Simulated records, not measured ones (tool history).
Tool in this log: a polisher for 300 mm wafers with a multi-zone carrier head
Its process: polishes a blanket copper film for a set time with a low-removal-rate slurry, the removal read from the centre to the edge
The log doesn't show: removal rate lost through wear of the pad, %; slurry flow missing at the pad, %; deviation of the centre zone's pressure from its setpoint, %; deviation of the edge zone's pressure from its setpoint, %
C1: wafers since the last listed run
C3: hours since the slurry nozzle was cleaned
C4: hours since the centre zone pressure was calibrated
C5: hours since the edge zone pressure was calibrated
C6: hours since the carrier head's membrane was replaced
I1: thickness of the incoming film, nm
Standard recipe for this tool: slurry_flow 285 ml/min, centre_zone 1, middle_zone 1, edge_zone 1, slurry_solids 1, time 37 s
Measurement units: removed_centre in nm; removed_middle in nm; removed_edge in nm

run 1 day=0 | slurry_flow=285 centre_zone=1 middle_zone=1 edge_zone=1 slurry_solids=1 time=37 | C1=0 wafers_polished_on_this_pad=542 C3=276 C4=88.4 C5=693.7 C6=325.4 | I1=980.1 | removed_centre=134.9 removed_middle=138.4 removed_edge=136.4
run 2 day=1.262 | slurry_flow=285 centre_zone=1.09 middle_zone=1 edge_zone=1 slurry_solids=0.8 time=37 | C1=327 wafers_polished_on_this_pad=870 C3=306.3 C4=118.7 C5=724 C6=355.7 | I1=999.5 | removed_centre=138 removed_middle=131.6 removed_edge=128.1
run 3 day=3.754 | slurry_flow=225 centre_zone=1 middle_zone=1 edge_zone=1 slurry_solids=1.25 time=37 | C1=646 wafers_polished_on_this_pad=1516 C3=366.1 C4=178.5 C5=783.8 C6=415.5 | I1=974.3 | removed_centre=138.3 removed_middle=140.9 removed_edge=138.7
-- day=6.221 slurry nozzle cleaned
run 4 day=6.629 | slurry_flow=285 centre_zone=1.08 middle_zone=1 edge_zone=1.08 slurry_solids=0.9 time=43 | C1=734 wafers_polished_on_this_pad=2251 C3=9.8 C4=247.5 C5=852.8 C6=484.5 | I1=984.3 | removed_centre=171.6 removed_middle=156.4 removed_edge=160.5
run 5 day=9.146 | slurry_flow=285 centre_zone=1 middle_zone=1 edge_zone=1 slurry_solids=1 time=25 | C1=652 wafers_polished_on_this_pad=2904 C3=70.2 C4=307.9 C5=913.2 C6=544.9 | I1=996.3 | removed_centre=91.7 removed_middle=93.8 removed_edge=92.9
run 6 day=11.583 | slurry_flow=285 centre_zone=1 middle_zone=1 edge_zone=1 slurry_solids=1.15 time=37 | C1=632 wafers_polished_on_this_pad=3536 C3=128.7 C4=366.4 C5=971.7 C6=603.4 | I1=984.3 | removed_centre=139.2 removed_middle=143.4 removed_edge=139.5
-- day=14.104 carrier head's membrane replaced by a new one
run 7 day=14.125 | slurry_flow=285 centre_zone=0.94 middle_zone=1.1 edge_zone=1 slurry_solids=1.1 time=50 | C1=605 wafers_polished_on_this_pad=4141 C3=189.7 C4=427.4 C5=1032.7 C6=0.5 | I1=984 | removed_centre=176.1 removed_middle=208.7 removed_edge=190.2
-- day=15.829 worn pad replaced by a new one
run 8 day=16.496 | slurry_flow=285 centre_zone=1 middle_zone=1 edge_zone=0.96 slurry_solids=1 time=37 | C1=571 wafers_polished_on_this_pad=173 C3=246.6 C4=484.3 C5=1089.6 C6=57.4 | I1=981.5 | removed_centre=137.4 removed_middle=137.3 removed_edge=132
run 9 day=19.425 | slurry_flow=285 centre_zone=1 middle_zone=1 edge_zone=1 slurry_solids=1 time=37 | C1=759 wafers_polished_on_this_pad=933 C3=316.9 C4=554.6 C5=1159.9 C6=127.7 | I1=978.7 | removed_centre=136.7 removed_middle=139.7 removed_edge=135.4
-- day=20.571 edge zone pressure recalibrated
run 10 day=21.183 | slurry_flow=285 centre_zone=1 middle_zone=1 edge_zone=1 slurry_solids=1 time=37 | C1=434 wafers_polished_on_this_pad=1367 C3=359.1 C4=596.8 C5=14.7 C6=169.9 | I1=988.7 | removed_centre=135.1 removed_middle=138.6 removed_edge=137.8

Run 11 has not been measured yet. What should we expect?
run 11 day=22.475 | slurry_flow=285 centre_zone=1.06 middle_zone=1 edge_zone=1.07 slurry_solids=1.1 time=37 | C1=335 wafers_polished_on_this_pad=1702 C3=390.1 C4=627.8 C5=45.7 C6=200.9 | I1=966.2 | removed_centre=? removed_middle=? removed_edge=?

removed_centre: 148.5 nm
removed_middle: 141.4 nm
removed_edge: 143.8 nm
With no hidden state in the tool, this same run would have given removed_centre 148.5 nm, removed_middle 141.4 nm, removed_edge 143.8 nm.

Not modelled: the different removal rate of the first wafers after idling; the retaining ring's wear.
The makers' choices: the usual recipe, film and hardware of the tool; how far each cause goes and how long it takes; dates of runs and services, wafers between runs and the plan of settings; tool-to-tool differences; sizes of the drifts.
